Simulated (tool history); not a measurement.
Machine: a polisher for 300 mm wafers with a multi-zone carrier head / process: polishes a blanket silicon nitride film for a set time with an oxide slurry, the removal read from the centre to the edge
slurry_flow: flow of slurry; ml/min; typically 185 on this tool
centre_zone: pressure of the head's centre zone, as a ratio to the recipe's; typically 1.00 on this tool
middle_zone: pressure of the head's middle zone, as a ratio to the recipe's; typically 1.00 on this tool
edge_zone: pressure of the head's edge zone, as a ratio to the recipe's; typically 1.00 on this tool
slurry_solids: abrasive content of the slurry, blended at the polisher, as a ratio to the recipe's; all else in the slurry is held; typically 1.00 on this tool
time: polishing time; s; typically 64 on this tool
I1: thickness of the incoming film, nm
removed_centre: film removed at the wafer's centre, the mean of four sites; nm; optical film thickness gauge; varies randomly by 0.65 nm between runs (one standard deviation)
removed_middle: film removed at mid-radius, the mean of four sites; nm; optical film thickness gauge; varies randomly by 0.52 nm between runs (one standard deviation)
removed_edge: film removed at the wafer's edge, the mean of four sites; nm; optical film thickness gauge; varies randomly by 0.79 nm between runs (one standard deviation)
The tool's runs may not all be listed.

Run 1, hour 0.0: usual settings but middle_zone 0.91, edge_zone 0.91; I1 632.5. Result: removed_centre 59.4 nm, removed_middle 56.3 nm, removed_edge 58.9 nm.
Run 2, hour 97.5: usual settings; I1 630.7. Result: removed_centre 57.8 nm, removed_middle 61.4 nm, removed_edge 59.7 nm.
At hour 141.4: worn pad replaced by a new one.
At hour 173.5: centre zone pressure recalibrated.
Run 3, hour 202.2: usual settings but middle_zone 1.04; I1 622.2. Result: removed_centre 57.8 nm, removed_middle 62.6 nm, removed_edge 61.2 nm.
At hour 301.3: slurry nozzle cleaned.
Run 4, hour 304.6: usual settings but middle_zone 0.95; I1 637.6. Result: removed_centre 58.3 nm, removed_middle 58.4 nm, removed_edge 60.4 nm.
Run 5, hour 406.3: usual settings; I1 627.9. Result: removed_centre 58.5 nm, removed_middle 61.8 nm, removed_edge 61.4 nm.
At hour 459.8: edge zone pressure recalibrated.
Run 6, hour 505.4: usual settings but middle_zone 1.08; I1 632.5. Result: removed_centre 58.7 nm, removed_middle 65.1 nm, removed_edge 61.1 nm.
Run 7, hour 581.2: usual settings but slurry_flow 225 ml/min, middle_zone 0.89, slurry_solids 0.85; I1 629.5. Result: removed_centre 54.8 nm, removed_middle 51.5 nm, removed_edge 56.3 nm.
Run 8, hour 685.6: usual settings but edge_zone 1.03, slurry_solids 0.90; I1 627.6. Result: removed_centre 56.0 nm, removed_middle 57.7 nm, removed_edge 58.8 nm.
Run 9, hour 770.6: usual settings but slurry_flow 240 ml/min, centre_zone 0.95; I1 629.6. Result: removed_centre 55.8 nm, removed_middle 63.5 nm, removed_edge 60.8 nm.
Run 10, hour 838.9: usual settings but middle_zone 0.89; I1 624.1. Result: removed_centre 58.5 nm, removed_middle 55.5 nm, removed_edge 61.0 nm.
At hour 893.5: worn pad replaced by a new one.
At hour 1017.4: centre zone pressure recalibrated.
Run 11, hour 1146.0: usual settings but edge_zone 1.03, slurry_solids 0.90; I1 643.4. Result: removed_centre 54.7 nm, removed_middle 57.8 nm, removed_edge 58.5 nm.
At hour 1168.7: slurry nozzle cleaned.
Run 12, hour 1215.8: usual settings but centre_zone 0.89, slurry_solids 0.85; I1 627.8. Result: removed_centre 48.2 nm, removed_middle 56.7 nm, removed_edge 56.1 nm.
Run 13, hour 1292.6: usual settings but middle_zone 1.09, time 47 s; I1 630.4. Result: removed_centre 43.8 nm, removed_middle 47.6 nm, removed_edge 44.3 nm.
Run 14, hour 1388.5: usual settings but edge_zone 1.12; I1 637.4. Result: removed_centre 58.4 nm, removed_middle 61.3 nm, removed_edge 63.6 nm.
Run 15, hour 1430.6: usual settings; I1 626.1. Result: removed_centre 58.9 nm, removed_middle 60.7 nm, removed_edge 60.5 nm.
At hour 1519.4: carrier head's membrane replaced by a new one.
Run 16, hour 1532.0: usual settings but middle_zone 1.12, slurry_solids 0.85; I1 635.2. Result: removed_centre 53.4 nm, removed_middle 61.0 nm, removed_edge 56.6 nm.
Run 17, hour 1574.4: usual settings but time 49 s; I1 630.5. Result: removed_centre 45.0 nm, removed_middle 46.5 nm, removed_edge 46.1 nm.
Run 18, hour 1634.1: usual settings but slurry_flow 220 ml/min; I1 634.2. Result: removed_centre 59.5 nm, removed_middle 62.2 nm, removed_edge 62.6 nm.
Run 19, hour 1739.0: usual settings but edge_zone 0.96, slurry_solids 0.75; I1 629.2. Result: removed_centre 49.7 nm, removed_middle 53.0 nm, removed_edge 51.4 nm.
At hour 1766.9: worn pad replaced by a new one.
Run 20, hour 1826.1: usual settings; I1 630.2. Result: removed_centre 58.3 nm, removed_middle 60.8 nm, removed_edge 60.8 nm.
Run 21, hour 1879.8: usual settings but slurry_flow 245 ml/min, edge_zone 1.09, slurry_solids 1.30, time 57 s; I1 625.7. Result: removed_centre 59.8 nm, removed_middle 63.9 nm, removed_edge 63.6 nm.

Forecast each of these 4 alternatives for the next run:
Run A, hour 1880.2: usual settings but slurry_solids 0.75; I1 630.6. Result: removed_centre ?, removed_middle ?, removed_edge ?.
Run B, hour 1880.2: usual settings but centre_zone 1.06; I1 630.6. Result: removed_centre ?, removed_middle ?, removed_edge ?.
Run C, hour 1880.2: usual settings but slurry_flow 125 ml/min; I1 630.6. Result: removed_centre ?, removed_middle ?, removed_edge ?.
Run D, hour 1880.2: usual settings but slurry_flow 205 ml/min, middle_zone 0.95, edge_zone 0.95; I1 630.6. Result: removed_centre ?, removed_middle ?, removed_edge ?.

run  removed_centre  removed_middle  removed_edge
  A            49.2            52.5          52.0
  B            60.8            61.1          60.6
  C            53.2            57.2          57.7
  D            58.3            59.4          60.0
Without the tool's hidden state the same runs would have given:
run  removed_centre  removed_middle  removed_edge
  A            49.2            52.5          52.0
  B            60.8            61.1          60.6
  C            53.2            57.2          57.7
  D            58.3            59.4          60.0

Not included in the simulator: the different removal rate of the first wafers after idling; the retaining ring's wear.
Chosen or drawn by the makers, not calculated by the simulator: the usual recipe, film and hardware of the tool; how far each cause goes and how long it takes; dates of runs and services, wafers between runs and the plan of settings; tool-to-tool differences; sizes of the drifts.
